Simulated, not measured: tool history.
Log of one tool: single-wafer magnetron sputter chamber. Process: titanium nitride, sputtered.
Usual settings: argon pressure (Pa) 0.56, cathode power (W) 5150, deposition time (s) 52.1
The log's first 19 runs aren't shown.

run,hour,argon pressure (Pa),cathode power (W),deposition time (s),wafers since the last listed run,wafers on the sputter target,hours since the last manometer calibration,hours since the magnet pack was replaced,hours since the gauge calibration,"read-back reference wafer on the same gauge, thickness_nm",mean film thickness on the monitor wafer (angstrom)
# hour 1003.6: gauge calibrated
# hour 1035.5: magnet pack replaced, of another model than before
# hour 1036.9: sputter target and shields replaced
20,1037.4,0.364,6000,45.5,494,4,2062.7,1.9,33.8,49.844,554.63
21,1083.2,0.56,5150,44,458,462,2108.5,47.7,79.6,49.773,427.09
22,1128.2,0.56,5150,52.1,450,913,2153.5,92.7,124.6,49.875,508.91
23,1178.6,0.56,5150,61.8,504,1417,2203.9,143.1,175,49.816,603.45
24,1238.1,0.337,6250,47.2,595,2012,2263.4,202.6,234.5,49.814,598.23
25,1299.4,0.407,5150,52.1,613,2625,2324.7,263.9,295.8,49.799,532.82
26,1327,0.429,5150,52.1,276,2901,2352.3,291.5,323.4,49.832,521.96
# hour 1341.6: capacitance manometer re-zeroed and calibrated
27,1387.7,0.36,5150,52.1,527,3429,46.1,352.2,384.1,49.819,536.12
28,1454.6,0.56,5150,52.1,669,4098,113,419.1,451,49.891,494.32
# hour 1519.3: sputter target and shields replaced
29,1519.8,0.454,5850,52.1,572,4,178.2,484.3,516.2,49.812,601.6
30,1550.1,0.56,4150,52.1,303,307,208.5,514.6,546.5,49.799,408.65
31,1604.4,0.56,4250,52.1,543,851,262.8,568.9,600.8,49.771,419.33
32,1655.3,0.745,6350,52.1,509,1360,313.7,619.8,651.7,49.693,590.1
33,1701,0.463,5150,52.1,457,1817,359.4,665.5,697.4,49.792,521.84
34,1730,0.749,4100,58.6,290,2107,388.4,694.5,726.4,49.775,423.11

Forecast each of these 3 alternatives for the next run:
A,1730.4,0.56,6250,52.1,4,2111,388.8,694.9,726.8,?,?
B,1730.4,0.469,5700,61.4,4,2111,388.8,694.9,726.8,?,?
C,1730.4,0.677,5150,54.9,4,2111,388.8,694.9,726.8,?,?

run,"read-back reference wafer on the same gauge, thickness_nm",mean film thickness on the monitor wafer (angstrom)
A,49.826,612.43
B,49.826,680.42
C,49.826,509.89
Without the tool's hidden state the same runs would have given:
run,mean film thickness on the monitor wafer (angstrom)
A,618.65
B,687.33
C,515.07

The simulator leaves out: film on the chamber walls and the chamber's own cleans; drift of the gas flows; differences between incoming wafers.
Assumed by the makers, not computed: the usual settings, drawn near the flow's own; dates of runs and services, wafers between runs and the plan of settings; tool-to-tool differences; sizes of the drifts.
